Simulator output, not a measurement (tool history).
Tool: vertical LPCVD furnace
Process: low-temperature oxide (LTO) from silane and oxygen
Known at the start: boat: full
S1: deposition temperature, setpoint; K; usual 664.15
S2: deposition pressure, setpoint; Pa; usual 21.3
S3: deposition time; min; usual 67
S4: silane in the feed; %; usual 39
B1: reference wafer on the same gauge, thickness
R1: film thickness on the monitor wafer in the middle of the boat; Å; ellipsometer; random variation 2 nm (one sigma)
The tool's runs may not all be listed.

run 1 hour=0 | S1=664.15 S2=21.3 S3=67 S4=39 | B1=453.97 | R1=4241.3
run 2 hour=20.4 | S1=664.15 S2=21.3 S3=67 S4=39 | B1=454.51 | R1=4240.9
run 3 hour=38.4 | S1=664.15 S2=21.3 S3=67 S4=39 | B1=454.41 | R1=4244.8
run 4 hour=65.2 | S1=664.15 S2=21.3 S3=67 S4=39 | B1=454.86 | R1=4255.3
run 5 hour=86.6 | S1=664.15 S2=18.7 S3=82.5 S4=39 | B1=455.6 | R1=4596.4
run 6 hour=121.2 | S1=664.15 S2=18.7 S3=82.5 S4=39 | B1=455.85 | R1=4598.4
run 7 hour=157 | S1=664.15 S2=21.3 S3=86 S4=39 | B1=456.14 | R1=5430.1
run 8 hour=185.3 | S1=664.15 S2=21.3 S3=86 S4=39 | B1=456.43 | R1=5476.5
run 9 hour=218 | S1=664.15 S2=20 S3=67 S4=39 | B1=457.55 | R1=4007.1
run 10 hour=244 | S1=664.15 S2=20 S3=67 S4=39 | B1=458.58 | R1=3991.9
run 11 hour=257.4 | S1=664.15 S2=24 S3=67 S4=39 | B1=458.75 | R1=4801.1
run 12 hour=286.3 | S1=664.15 S2=24 S3=67 S4=39 | B1=459.34 | R1=4829.7
run 13 hour=320.9 | S1=664.15 S2=21.3 S3=67 S4=39 | B1=459.72 | R1=4259.5
-- hour=348.6 pressure gauge zeroed
run 14 hour=349.1 | S1=664.15 S2=19.3 S3=67 S4=35 | B1=460.58 | R1=3400.2
run 15 hour=414 | S1=674.15 S2=17.3 S3=67 S4=39 | B1=463.14 | R1=3931.9
run 16 hour=428.5 | S1=652.15 S2=21.3 S3=67 S4=39 | B1=462.84 | R1=3765.8
-- hour=430.4 gauge calibrated
run 17 hour=445.8 | S1=668.15 S2=21.3 S3=67 S4=39 | B1=452.15 | R1=4438.6
-- hour=514.6 thermocouples replaced and temperature profile calibrated
run 18 hour=526.4 | S1=652.15 S2=16.7 S3=67 S4=39 | B1=452.01 | R1=2855.7
run 19 hour=555 | S1=664.15 S2=21.3 S3=67 S4=36 | B1=452.33 | R1=3789.5
run 20 hour=589.7 | S1=664.15 S2=21.3 S3=67 S4=39 | B1=452.44 | R1=4235.6
-- hour=616.9 silane flow controller replaced
run 21 hour=617.4 | S1=664.15 S2=21.3 S3=67 S4=34 | B1=452.55 | R1=3527
run 22 hour=623.1 | S1=670.15 S2=21.3 S3=67 S4=45 | B1=452.35 | R1=5330.8
run 23 hour=645.1 | S1=668.15 S2=16.7 S3=47 S4=33 | B1=452.75 | R1=1924.5
run 24 hour=675.3 | S1=657.15 S2=21.3 S3=87.5 S4=39 | B1=453.52 | R1=5073
run 25 hour=701.6 | S1=664.15 S2=21.3 S3=67 S4=39 | B1=453.15 | R1=4235
run 26 hour=722.3 | S1=664.15 S2=18 S3=67 S4=44 | B1=453.73 | R1=4133.8
run 27 hour=757.6 | S1=664.15 S2=21.3 S3=67 S4=39 | B1=454.5 | R1=4217.7
run 28 hour=777.6 | S1=671.15 S2=21.3 S3=83.5 S4=39 | B1=454.94 | R1=5710.7
run 29 hour=799.2 | S1=664.15 S2=18 S3=67 S4=44 | B1=454.84 | R1=4119.3
run 30 hour=832.2 | S1=664.15 S2=22.7 S3=67 S4=39 | B1=455.29 | R1=4498.3
run 31 hour=861.3 | S1=664.15 S2=24 S3=67 S4=34 | B1=456.19 | R1=4020.2
run 32 hour=887.8 | S1=655.15 S2=21.3 S3=48 S4=42 | B1=456.83 | R1=3027.2

The same runs without the tool's hidden state, with the same run-to-run variation:
The hidden state here: true tube temperature minus thermocouple reading, K; true pressure minus gauge reading, mTorr; deviation of the silane flow from its setpoint, %; gauge reads high (%).
run=1 R1=4221.4
run=2 R1=4218.8
run=3 R1=4220.7
run=4 R1=4227.9
run=5 R1=4563.7
run=6 R1=4560.1
run=7 R1=5377.5
run=8 R1=5416.9
run=9 R1=3957.6
run=10 R1=3937.6
run=11 R1=4732.6
run=12 R1=4753.4
run=13 R1=4184
run=14 R1=3334.3
run=15 R1=3839.4
run=16 R1=3673.4
run=17 R1=4442.9
run=18 R1=2857
run=19 R1=3789.8
run=20 R1=4233.6
run=21 R1=3523.4
run=22 R1=5324.7
run=23 R1=1921.4
run=24 R1=5060.6
run=25 R1=4221.5
run=26 R1=4117.8
run=27 R1=4196.2
run=28 R1=5677.4
run=29 R1=4091.7
run=30 R1=4461.7
run=31 R1=3982
run=32 R1=2994.5
